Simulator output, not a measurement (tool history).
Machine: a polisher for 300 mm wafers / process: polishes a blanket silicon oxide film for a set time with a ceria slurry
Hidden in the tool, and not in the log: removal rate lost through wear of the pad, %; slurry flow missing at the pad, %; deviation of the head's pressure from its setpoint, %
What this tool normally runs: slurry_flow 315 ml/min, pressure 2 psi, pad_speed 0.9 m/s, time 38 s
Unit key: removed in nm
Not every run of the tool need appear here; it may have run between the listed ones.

run,hour,slurry_flow,pressure,pad_speed,time,wafers since the last listed run,wafers polished on this pad,hours since the slurry nozzle was cleaned,hours since the head pressure was calibrated,"incoming thickness of the incoming film, nm",removed
1,0,235,2,0.78,38,0,580,307.2,659,1616.3,74.2
2,29.1,235,2,0.78,38,397,978,336.3,688.1,1605,74.8
3,76.6,315,2,0.9,42,649,1627,383.8,735.6,1596.7,97.1
# hour 85.6: slurry nozzle cleaned
4,103,315,2,0.9,42,347,1974,17.4,762,1620.4,104.6
5,165,315,2,0.9,42,847,2821,79.4,824,1627,104.6
6,211.3,315,2,1,38,632,3454,125.7,870.3,1614.3,102.2
7,280.5,315,2,1,38,945,4400,194.9,939.5,1587.1,101.9
# hour 341: worn pad replaced by a new one
8,341.5,315,2,0.9,38,779,6,255.9,1000.5,1605.7,93.1
9,375.1,315,2,0.9,38,459,465,289.5,1034.1,1608.2,91.3
10,431.9,315,2,0.9,38,776,1242,346.3,1090.9,1601.5,89.9
# hour 452: head pressure recalibrated
11,489.8,315,2,0.9,38,764,2006,404.2,37.8,1614.4,83
12,523.9,315,2,0.9,38,466,2472,438.3,71.9,1609.1,82.2
# hour 532.5: slurry nozzle cleaned
13,569.8,315,2,0.9,38,613,3085,37.3,117.8,1591,90.2
14,628.7,265,2,0.9,38,805,3890,96.2,176.7,1611.7,91.5
15,669,235,2,0.9,38,550,4441,136.5,217,1608.7,87.5
# hour 680.4: worn pad replaced by a new one
16,734.7,235,2,0.9,38,843,741,202.2,282.7,1599.4,88.2
17,787,315,2,0.9,38,714,1456,254.5,335,1634.7,88.9
18,828.2,245,2,0.9,33,563,2019,295.7,376.2,1593.9,77.2
# hour 883.6: slurry nozzle cleaned
19,898.4,230,2,0.9,38,945,2965,14.8,446.4,1607.4,91.3
20,956.7,315,2,0.9,38,796,3762,73.1,504.7,1604.3,93.2
21,983.5,235,2,0.78,38,366,4128,99.9,531.5,1596.6,79.4
22,1050.4,265,2,1.16,38,914,5042,166.8,598.4,1605.4,114.1
23,1104.7,265,1.3,0.9,49,742,5785,221.1,652.7,1594.5,81.4
# hour 1119.1: worn pad replaced by a new one
24,1176.2,345,2,0.6,30,922,780,292.6,724.2,1582.8,49.9
# hour 1227: slurry nozzle cleaned
25,1233.6,315,2,0.9,38,770,1551,6.6,781.6,1634,93.6
26,1299.8,400,2.2,0.7,43,904,2456,72.8,847.8,1582.4,94.7
27,1356.9,315,2,1.02,44,780,3236,129.9,904.9,1623.7,121.8
# hour 1368.1: head pressure recalibrated
# hour 1545.2: worn pad replaced by a new one
28,1572.5,315,2,0.9,38,2864,373,345.5,204.4,1623.1,88.5
# hour 1583.9: slurry nozzle cleaned
29,1605.3,315,2,0.9,38,434,808,21.4,237.2,1611.7,90.8
30,1655.2,250,2.4,1.06,48,682,1490,71.3,287.1,1639.4,159.2
31,1688.7,315,2.2,0.9,38,457,1948,104.8,320.6,1643.4,97.9
32,1755.7,315,2,0.9,38,915,2863,171.8,387.6,1609.6,93
33,1817.6,280,2.7,0.9,50,846,3709,233.7,449.5,1605.8,154.8
34,1854.2,215,2,0.62,38,500,4210,270.3,486.1,1600.3,58.8
# hour 1967.4: slurry nozzle cleaned
35,1978.3,315,2,0.7,38,1682,5892,10.9,610.2,1632.1,73

Branching from run 35: 3 alternative next runs. What would each branch give?
A,1978.7,275,2,0.9,38,5,5898,11.3,610.6,1618.5,?
B,1978.7,375,2,0.9,27,5,5898,11.3,610.6,1618.5,?
C,1978.7,235,2,1.2,38,5,5898,11.3,610.6,1618.5,?

run,removed
A,90.5
B,66
C,118.7
Without the tool's hidden state the same runs would have given:
run,removed
A,85.5
B,62.3
C,112.2
